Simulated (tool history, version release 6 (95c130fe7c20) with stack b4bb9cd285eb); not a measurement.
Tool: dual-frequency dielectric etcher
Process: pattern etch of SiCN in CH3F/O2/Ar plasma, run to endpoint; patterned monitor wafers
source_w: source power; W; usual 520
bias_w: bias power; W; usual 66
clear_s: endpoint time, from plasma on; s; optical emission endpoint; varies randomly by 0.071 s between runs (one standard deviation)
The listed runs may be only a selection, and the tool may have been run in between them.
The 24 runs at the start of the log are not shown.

run,hour,source_w,bias_w,"incoming incoming film thickness, nm",clear_s
25,2223.3,570,52,5.78,16.8
26,2298.8,420,76,5.70,17.0
27,2351.2,520,66,5.66,16.2
28,2412.4,630,51,5.73,16.3
29,2472.9,520,66,5.66,16.3
# hour 2486.6: bias power generator calibrated
# hour 2515.8: source power generator calibrated
# hour 2598.1: wet clean of the chamber
30,2598.6,560,53,5.75,16.4
31,2668.5,630,78,5.70,13.8
32,2773.8,520,66,5.73,16.0
33,2879.9,580,66,5.74,15.4
34,3035.3,520,66,5.68,16.3
# hour 3242.0: wet clean of the chamber
35,3242.5,450,56,5.72,18.0
36,3302.7,420,66,5.64,17.3

What if the next run were any one of these 3? Each begins from the tool's condition after run 36:
A,3303.1,520,66,5.74,?
B,3303.1,390,66,5.74,?
C,3303.1,520,56,5.74,?

run,clear_s
A,16.1
B,18.4
C,16.9
The same runs, with their run-to-run variation unchanged, on a tool lacking any hidden condition would have given:
run,clear_s
A,15.9
B,18.1
C,16.6
